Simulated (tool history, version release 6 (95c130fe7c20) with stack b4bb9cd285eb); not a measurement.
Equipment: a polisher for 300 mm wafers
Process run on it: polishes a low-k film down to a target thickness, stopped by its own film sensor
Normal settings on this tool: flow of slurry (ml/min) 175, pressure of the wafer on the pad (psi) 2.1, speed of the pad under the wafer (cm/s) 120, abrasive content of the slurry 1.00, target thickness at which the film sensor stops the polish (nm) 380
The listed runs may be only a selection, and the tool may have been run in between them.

run     day  flow of slurry (ml/min)  pressure of the wafer on the pad (psi)  speed of the pad under the wafer (cm/s)  abrasive content of the slurry  target thickness at which the film sensor stops the polish (nm)  incoming thickness of the incoming film, nm  time until the film sensor stopped the polish (s)
  1   0.000                      175                                     2.1                                      120                            1.00                                                              385                                        429.9                                               83.3
  2   1.129                      175                                     2.1                                      120                            1.00                                                              380                                        429.8                                               93.0
      2.525  -- worn pad replaced by a new one
  3   2.612                      175                                     1.8                                      120                            1.00                                                              380                                        431.9                                               98.6
  4   3.392                      175                                     2.1                                       92                            1.00                                                              380                                        434.5                                              116.9
  5   3.908                      175                                     2.1                                      120                            1.00                                                              380                                        430.6                                               87.2
  6   5.112                      175                                     2.1                                       88                            0.90                                                              380                                        433.3                                              130.0
  7   6.325                      175                                     2.1                                      120                            1.00                                                              380                                        429.8                                               91.3
  8   8.154                      175                                     2.1                                      120                            1.00                                                              380                                        431.4                                               94.4
      9.042  -- slurry blender recalibrated
  9   9.062                      175                                     1.8                                      120                            1.15                                                              393                                        428.6                                               70.4
 10  10.329                      220                                     2.1                                      120                            0.85                                                              380                                        437.3                                              115.5
     10.562  -- slurry nozzle cleaned
 11  11.721                      175                                     2.1                                      120                            1.00                                                              380                                        430.7                                               95.1
     12.204  -- head pressure recalibrated
 12  12.271                      225                                     2.1                                      120                            1.00                                                              380                                        431.7                                               85.7
     12.442  -- worn pad replaced by a new one
     12.883  -- conditioning disc replaced and pad reconditioned
 13  13.758                      175                                     2.1                                      120                            1.00                                                              380                                        434.4                                               87.5
 14  14.575                      175                                     2.1                                      120                            1.00                                                              385                                        431.4                                               76.4
 15  15.783                      200                                     2.1                                      120                            1.00                                                              380                                        428.6                                               81.7
     16.625  -- slurry blender recalibrated
 16  18.758                      205                                     2.4                                      120                            0.85                                                              390                                        424.0                                               58.6
 17  19.304                      130                                     2.1                                       90                            1.20                                                              373                                        428.2                                              119.8

Selected run-to-run steps in time until the film sensor stopped the polish (s), each split into two signed amounts: the part the tool would show with no hidden state at all (from settings, incoming material and random variation), and the remainder, which goes to the hidden state together with any gauge scatter not common to the measured and the hidden-state-free results:
Hidden state present: removal rate lost through wear of the pad, %; slurry flow missing at the pad, %; deviation of the head's pressure from its setpoint, %; abrasive missing from the slurry, %; time polished since the conditioner stopped cutting, s.
Run 11 -> 12: flow of slurry (ml/min) 175 -> 225, head pressure recalibrated. time until the film sensor stopped the polish (s) -9.4: hidden state -8.7, all else -0.7.
Run 16 -> 17: flow of slurry (ml/min) 205 -> 130, pressure of the wafer on the pad (psi) 2.4 -> 2.1, speed of the pad under the wafer (cm/s) 120 -> 90, abrasive content of the slurry 0.85 -> 1.20, target thickness at which the film sensor stops the polish (nm) 390 -> 373. time until the film sensor stopped the polish (s) +61.2: hidden state +8.4, all else +52.8.
